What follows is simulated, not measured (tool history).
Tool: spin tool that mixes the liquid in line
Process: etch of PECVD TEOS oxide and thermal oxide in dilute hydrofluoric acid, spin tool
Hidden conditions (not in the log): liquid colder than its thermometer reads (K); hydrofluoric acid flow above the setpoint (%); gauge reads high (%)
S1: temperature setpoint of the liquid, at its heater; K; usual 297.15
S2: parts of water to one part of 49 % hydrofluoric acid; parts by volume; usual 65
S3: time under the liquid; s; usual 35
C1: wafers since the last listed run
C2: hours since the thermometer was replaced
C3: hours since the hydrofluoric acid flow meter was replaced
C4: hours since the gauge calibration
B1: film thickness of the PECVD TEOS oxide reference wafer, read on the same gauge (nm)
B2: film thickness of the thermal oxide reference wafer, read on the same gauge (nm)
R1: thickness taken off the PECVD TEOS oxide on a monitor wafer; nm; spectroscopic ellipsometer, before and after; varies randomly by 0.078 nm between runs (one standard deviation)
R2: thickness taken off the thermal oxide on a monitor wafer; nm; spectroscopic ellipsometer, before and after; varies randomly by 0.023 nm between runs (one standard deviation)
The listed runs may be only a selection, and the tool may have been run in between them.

| run | hour | S1 | S2 | S3 | C1 | C2 | C3 | C4 | B1 | B2 | R1 | R2 |
|---|---|---|---|---|---|---|---|---|---|---|---|---|
| 1 | 0 | 297.15 | 65 | 35 | 0 | 482 | 180.4 | 263.5 | 70.02 | 89.982 | 10.18 | 2.676 |
| 2 | 52 | 295.65 | 65 | 20 | 824 | 534 | 232.4 | 315.5 | 70.01 | 89.932 | 5.52 | 1.399 |
| 3 | 99.5 | 294.65 | 90 | 35 | 753 | 581.5 | 279.9 | 363 | 70 | 90.044 | 6.41 | 1.645 |
| 4 | 144 | 294.65 | 90 | 35 | 705 | 626 | 324.4 | 407.5 | 70 | 90.008 | 6.45 | 1.639 |
| 5 | 185.3 | 294.65 | 90 | 35 | 654 | 667.3 | 365.7 | 448.8 | 70 | 89.992 | 6.41 | 1.641 |
| 6 | 211.5 | 297.15 | 50 | 40 | 415 | 693.5 | 391.9 | 475 | 70.02 | 89.98 | 15.29 | 3.891 |
|  | 271.2 | hydrofluoric acid flow meter replaced |
| 7 | 271.6 | 297.15 | 50 | 40 | 937 | 753.6 | 0.4 | 535.1 | 69.99 | 89.971 | 15.49 | 3.978 |
| 8 | 339.9 | 294.65 | 65 | 35 | 1082 | 821.9 | 68.7 | 603.4 | 70.01 | 90.024 | 8.9 | 2.31 |
| 9 | 416.1 | 294.65 | 65 | 35 | 1208 | 898.1 | 144.9 | 679.6 | 70.01 | 89.987 | 9.02 | 2.306 |
| 10 | 455.2 | 297.15 | 65 | 35 | 619 | 937.2 | 184 | 718.7 | 70.03 | 89.991 | 10.08 | 2.574 |
|  | 466.3 | gauge calibrated |
| 11 | 511.4 | 297.15 | 65 | 35 | 891 | 993.4 | 240.2 | 45.1 | 70.02 | 90.006 | 9.97 | 2.568 |
| 12 | 564.5 | 293.65 | 75 | 45 | 841 | 1046.5 | 293.3 | 98.2 | 70.02 | 90.034 | 9.5 | 2.438 |
| 13 | 628.7 | 297.15 | 80 | 35 | 1017 | 1110.7 | 357.5 | 162.4 | 70 | 89.982 | 7.81 | 1.998 |
|  | 635.5 | thermometer replaced |
| 14 | 673.4 | 294.65 | 90 | 35 | 692 | 37.9 | 402.2 | 207.1 | 70.01 | 89.97 | 6.61 | 1.703 |
|  | 695.4 | hydrofluoric acid flow meter replaced |
| 15 | 739.7 | 295.65 | 65 | 20 | 1035 | 104.2 | 44.3 | 273.4 | 70 | 89.981 | 5.7 | 1.419 |
| 16 | 810.2 | 293.65 | 80 | 35 | 1117 | 174.7 | 114.8 | 343.9 | 70 | 89.974 | 7.15 | 1.816 |
| 17 | 991.4 | 297.15 | 65 | 35 | 2873 | 355.9 | 296 | 525.1 | 70.01 | 89.983 | 10.27 | 2.623 |
| 18 | 1059.7 | 297.15 | 65 | 35 | 1082 | 424.2 | 364.3 | 593.4 | 70.01 | 90.016 | 10.36 | 2.626 |
| 19 | 1124.2 | 295.65 | 65 | 20 | 1022 | 488.7 | 428.8 | 657.9 | 70 | 90.036 | 5.47 | 1.404 |
| 20 | 1149.6 | 295.65 | 35 | 20 | 402 | 514.1 | 454.2 | 683.3 | 69.99 | 89.996 | 10.57 | 2.692 |
|  | 1177.9 | hydrofluoric acid flow meter replaced |
|  | 1242 | gauge calibrated |
| 21 | 1245.1 | 295.65 | 40 | 20 | 1498 | 609.6 | 67.2 | 3.1 | 70 | 90 | 9.25 | 2.354 |
| 22 | 1273.4 | 295.65 | 35 | 30 | 448 | 637.9 | 95.5 | 31.4 | 70 | 89.993 | 15.67 | 3.993 |
| 23 | 1335.4 | 299.65 | 40 | 35 | 983 | 699.9 | 157.5 | 93.4 | 69.97 | 89.978 | 18.78 | 4.799 |

What the log doesn't show, run by run:
hydrofluoric acid flow above the setpoint (%): 0 on each run
gauge reads high (%): 0 on each run
H1: liquid colder than its thermometer reads (K)
| run | H1 |
|---|---|
| 1 | 0.707 |
| 2 | 0.782 |
| 3 | 0.85 |
| 4 | 0.914 |
| 5 | 0.974 |
| 6 | 1.01 |
| 7 | 1.1 |
| 8 | 1.2 |
| 9 | 1.31 |
| 10 | 1.36 |
| 11 | 1.44 |
| 12 | 1.52 |
| 13 | 1.61 |
| 14 | 0.151 |
| 15 | 0.247 |
| 16 | 0.349 |
| 17 | 0.61 |
| 18 | 0.708 |
| 19 | 0.801 |
| 20 | 0.838 |
| 21 | 0.976 |
| 22 | 1.02 |
| 23 | 1.11 |
